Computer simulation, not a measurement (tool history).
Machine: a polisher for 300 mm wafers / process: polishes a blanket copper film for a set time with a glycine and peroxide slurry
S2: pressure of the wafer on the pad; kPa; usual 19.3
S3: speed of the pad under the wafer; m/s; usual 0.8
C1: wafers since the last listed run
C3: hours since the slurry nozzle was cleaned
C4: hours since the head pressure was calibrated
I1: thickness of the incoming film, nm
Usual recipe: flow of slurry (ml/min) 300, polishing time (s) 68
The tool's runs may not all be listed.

run 1 hour=0 | flow_of_slurry_(ml/min)=335 S2=19.3 S3=0.8 polishing_time_(s)=68 | C1=0 wafers_polished_on_this_pad=520 C3=188.9 C4=235.4 | I1=1364.3 | film_removed_(angstrom)=2633
run 2 hour=20.1 | flow_of_slurry_(ml/min)=335 S2=19.3 S3=0.8 polishing_time_(s)=68 | C1=186 wafers_polished_on_this_pad=706 C3=209 C4=255.5 | I1=1361.6 | film_removed_(angstrom)=2605
run 3 hour=48.5 | flow_of_slurry_(ml/min)=335 S2=19.3 S3=0.8 polishing_time_(s)=68 | C1=263 wafers_polished_on_this_pad=970 C3=237.4 C4=283.9 | I1=1382.5 | film_removed_(angstrom)=2646
run 4 hour=68.2 | flow_of_slurry_(ml/min)=300 S2=19.3 S3=0.8 polishing_time_(s)=68 | C1=182 wafers_polished_on_this_pad=1152 C3=257.1 C4=303.6 | I1=1359.2 | film_removed_(angstrom)=2589
run 5 hour=92.2 | flow_of_slurry_(ml/min)=300 S2=19.3 S3=0.8 polishing_time_(s)=68 | C1=222 wafers_polished_on_this_pad=1375 C3=281.1 C4=327.6 | I1=1382.2 | film_removed_(angstrom)=2626
run 6 hour=109.8 | flow_of_slurry_(ml/min)=300 S2=19.3 S3=0.8 polishing_time_(s)=68 | C1=163 wafers_polished_on_this_pad=1538 C3=298.7 C4=345.2 | I1=1389.2 | film_removed_(angstrom)=2578
run 7 hour=126 | flow_of_slurry_(ml/min)=300 S2=19.3 S3=0.66 polishing_time_(s)=68 | C1=150 wafers_polished_on_this_pad=1689 C3=314.9 C4=361.4 | I1=1346 | film_removed_(angstrom)=2232
-- hour=144.2 worn pad replaced by a new one
run 8 hour=161.9 | flow_of_slurry_(ml/min)=300 S2=19.3 S3=0.66 polishing_time_(s)=68 | C1=295 wafers_polished_on_this_pad=164 C3=350.8 C4=397.3 | I1=1371.2 | film_removed_(angstrom)=2249
run 9 hour=189.5 | flow_of_slurry_(ml/min)=300 S2=19.3 S3=0.8 polishing_time_(s)=68 | C1=256 wafers_polished_on_this_pad=420 C3=378.4 C4=424.9 | I1=1393.6 | film_removed_(angstrom)=2583
-- hour=199.7 slurry nozzle cleaned
run 10 hour=208.3 | flow_of_slurry_(ml/min)=300 S2=19.3 S3=0.8 polishing_time_(s)=68 | C1=165 wafers_polished_on_this_pad=585 C3=8.6 C4=443.7 | I1=1351.6 | film_removed_(angstrom)=2757
run 11 hour=236.7 | flow_of_slurry_(ml/min)=300 S2=19.3 S3=0.8 polishing_time_(s)=68 | C1=263 wafers_polished_on_this_pad=849 C3=37 C4=472.1 | I1=1365.1 | film_removed_(angstrom)=2714
run 12 hour=272.4 | flow_of_slurry_(ml/min)=300 S2=19.3 S3=0.8 polishing_time_(s)=68 | C1=331 wafers_polished_on_this_pad=1180 C3=72.7 C4=507.8 | I1=1381.2 | film_removed_(angstrom)=2700
-- hour=288 head pressure recalibrated
run 13 hour=292.3 | flow_of_slurry_(ml/min)=300 S2=19.3 S3=0.7 polishing_time_(s)=78 | C1=166 wafers_polished_on_this_pad=1346 C3=92.6 C4=4.3 | I1=1364.6 | film_removed_(angstrom)=2791
-- hour=307.4 worn pad replaced by a new one
run 14 hour=314.6 | flow_of_slurry_(ml/min)=300 S2=19.3 S3=0.7 polishing_time_(s)=78 | C1=169 wafers_polished_on_this_pad=66 C3=114.9 C4=26.6 | I1=1383.7 | film_removed_(angstrom)=2755
run 15 hour=340.7 | flow_of_slurry_(ml/min)=300 S2=19.3 S3=0.7 polishing_time_(s)=78 | C1=242 wafers_polished_on_this_pad=308 C3=141 C4=52.7 | I1=1384.6 | film_removed_(angstrom)=2750
run 16 hour=362.5 | flow_of_slurry_(ml/min)=300 S2=19.3 S3=0.8 polishing_time_(s)=68 | C1=202 wafers_polished_on_this_pad=511 C3=162.8 C4=74.5 | I1=1354.3 | film_removed_(angstrom)=2679
run 17 hour=375.3 | flow_of_slurry_(ml/min)=300 S2=19.3 S3=0.8 polishing_time_(s)=68 | C1=118 wafers_polished_on_this_pad=629 C3=175.6 C4=87.3 | I1=1381.1 | film_removed_(angstrom)=2630
run 18 hour=410.2 | flow_of_slurry_(ml/min)=300 S2=19.3 S3=0.8 polishing_time_(s)=68 | C1=323 wafers_polished_on_this_pad=953 C3=210.5 C4=122.2 | I1=1366.7 | film_removed_(angstrom)=2640
run 19 hour=437.5 | flow_of_slurry_(ml/min)=375 S2=19.3 S3=0.98 polishing_time_(s)=68 | C1=253 wafers_polished_on_this_pad=1206 C3=237.8 C4=149.5 | I1=1384.6 | film_removed_(angstrom)=3236
run 20 hour=469.4 | flow_of_slurry_(ml/min)=300 S2=19.3 S3=0.88 polishing_time_(s)=68 | C1=295 wafers_polished_on_this_pad=1502 C3=269.7 C4=181.4 | I1=1375.7 | film_removed_(angstrom)=2849
run 21 hour=485.6 | flow_of_slurry_(ml/min)=300 S2=19.3 S3=0.8 polishing_time_(s)=68 | C1=150 wafers_polished_on_this_pad=1653 C3=285.9 C4=197.6 | I1=1344.5 | film_removed_(angstrom)=2628
-- hour=494.4 worn pad replaced by a new one
run 22 hour=516.7 | flow_of_slurry_(ml/min)=385 S2=19.3 S3=0.68 polishing_time_(s)=55 | C1=251 wafers_polished_on_this_pad=206 C3=317 C4=228.7 | I1=1391.8 | film_removed_(angstrom)=1936
run 23 hour=531 | flow_of_slurry_(ml/min)=300 S2=13.1 S3=0.8 polishing_time_(s)=75 | C1=132 wafers_polished_on_this_pad=339 C3=331.3 C4=243 | I1=1380.3 | film_removed_(angstrom)=2400
run 24 hour=550.6 | flow_of_slurry_(ml/min)=300 S2=22.8 S3=1.08 polishing_time_(s)=89 | C1=181 wafers_polished_on_this_pad=521 C3=350.9 C4=262.6 | I1=1388 | film_removed_(angstrom)=4738
run 25 hour=582.4 | flow_of_slurry_(ml/min)=300 S2=19.3 S3=0.8 polishing_time_(s)=68 | C1=295 wafers_polished_on_this_pad=816 C3=382.7 C4=294.4 | I1=1388.5 | film_removed_(angstrom)=2590
run 26 hour=600.4 | flow_of_slurry_(ml/min)=335 S2=19.3 S3=0.8 polishing_time_(s)=68 | C1=166 wafers_polished_on_this_pad=983 C3=400.7 C4=312.4 | I1=1363.2 | film_removed_(angstrom)=2633
run 27 hour=620.4 | flow_of_slurry_(ml/min)=300 S2=24.8 S3=1.04 polishing_time_(s)=68 | C1=185 wafers_polished_on_this_pad=1168 C3=420.7 C4=332.4 | I1=1353.8 | film_removed_(angstrom)=3676
run 28 hour=632.6 | flow_of_slurry_(ml/min)=300 S2=13.1 S3=0.58 polishing_time_(s)=68 | C1=113 wafers_polished_on_this_pad=1281 C3=432.9 C4=344.6 | I1=1359.3 | film_removed_(angstrom)=1715
run 29 hour=647.9 | flow_of_slurry_(ml/min)=300 S2=19.3 S3=0.8 polishing_time_(s)=68 | C1=141 wafers_polished_on_this_pad=1423 C3=448.2 C4=359.9 | I1=1369.6 | film_removed_(angstrom)=2559
-- hour=653.5 slurry nozzle cleaned
-- hour=676.4 worn pad replaced by a new one
run 30 hour=681.3 | flow_of_slurry_(ml/min)=300 S2=19.3 S3=0.8 polishing_time_(s)=68 | C1=263 wafers_polished_on_this_pad=45 C3=27.8 C4=393.3 | I1=1356 | film_removed_(angstrom)=2711
run 31 hour=713.1 | flow_of_slurry_(ml/min)=300 S2=13.8 S3=0.8 polishing_time_(s)=85 | C1=295 wafers_polished_on_this_pad=340 C3=59.6 C4=425.1 | I1=1358.6 | film_removed_(angstrom)=2842
run 32 hour=738.9 | flow_of_slurry_(ml/min)=375 S2=19.3 S3=0.8 polishing_time_(s)=80 | C1=239 wafers_polished_on_this_pad=580 C3=85.4 C4=450.9 | I1=1358.7 | film_removed_(angstrom)=3240
run 33 hour=771 | flow_of_slurry_(ml/min)=300 S2=21.4 S3=0.72 polishing_time_(s)=68 | C1=297 wafers_polished_on_this_pad=877 C3=117.5 C4=483 | I1=1365.3 | film_removed_(angstrom)=2584
run 34 hour=799.2 | flow_of_slurry_(ml/min)=300 S2=24.1 S3=0.98 polishing_time_(s)=52 | C1=261 wafers_polished_on_this_pad=1139 C3=145.7 C4=511.2 | I1=1366 | film_removed_(angstrom)=2700
-- hour=820.7 head pressure recalibrated
run 35 hour=834.9 | flow_of_slurry_(ml/min)=300 S2=19.3 S3=0.62 polishing_time_(s)=68 | C1=312 wafers_polished_on_this_pad=1452 C3=181.4 C4=14.2 | I1=1376.6 | film_removed_(angstrom)=2177
-- hour=849.7 worn pad replaced by a new one
run 36 hour=857.7 | flow_of_slurry_(ml/min)=370 S2=19.3 S3=0.8 polishing_time_(s)=50 | C1=174 wafers_polished_on_this_pad=74 C3=204.2 C4=37 | I1=1375.1 | film_removed_(angstrom)=1968
run 37 hour=876.7 | flow_of_slurry_(ml/min)=300 S2=13.1 S3=0.96 polishing_time_(s)=84 | C1=176 wafers_polished_on_this_pad=250 C3=223.2 C4=56 | I1=1383.9 | film_removed_(angstrom)=3078
run 38 hour=903.1 | flow_of_slurry_(ml/min)=300 S2=13.1 S3=1.04 polishing_time_(s)=60 | C1=244 wafers_polished_on_this_pad=495 C3=249.6 C4=82.4 | I1=1348.6 | film_removed_(angstrom)=2351

What differs in the tool's unlogged condition from the final listed run ahead of each entry between runs to the first listed run following it?
In the gap between runs 7 and 8: worn pad replaced by a new one (hour 144.2)
  slurry flow missing at the pad, %: 40.7 -> 41.7
  measured minus no-state result, film removed (angstrom): -142 -> -150
In the gap between runs 9 and 10: slurry nozzle cleaned (hour 199.7)
  slurry flow missing at the pad, %: 42.4 -> 3.11
  measured minus no-state result, film removed (angstrom): -178 -> -8
In the gap between runs 12 and 13: head pressure recalibrated (hour 288)
  slurry flow missing at the pad, %: 17 -> 20.2
  measured minus no-state result, film removed (angstrom): -50 -> -64
In the gap between runs 13 and 14: worn pad replaced by a new one (hour 307.4)
  slurry flow missing at the pad, %: 20.2 -> 23.3
  measured minus no-state result, film removed (angstrom): -64 -> -76
In the gap between runs 21 and 22: worn pad replaced by a new one (hour 494.4)
  slurry flow missing at the pad, %: 36.6 -> 37.8
  measured minus no-state result, film removed (angstrom): -141 -> -85
In the gap between runs 29 and 30: slurry nozzle cleaned (hour 653.5); worn pad replaced by a new one (hour 676.4)
  slurry flow missing at the pad, %: 40.7 -> 12.3
  measured minus no-state result, film removed (angstrom): -163 -> -35
In the gap between runs 34 and 35: head pressure recalibrated (hour 820.7)
  slurry flow missing at the pad, %: 31.4 -> 34.7
  measured minus no-state result, film removed (angstrom): -114 -> -107
In the gap between runs 35 and 36: worn pad replaced by a new one (hour 849.7)
  slurry flow missing at the pad, %: 34.7 -> 36.5
  measured minus no-state result, film removed (angstrom): -107 -> -85
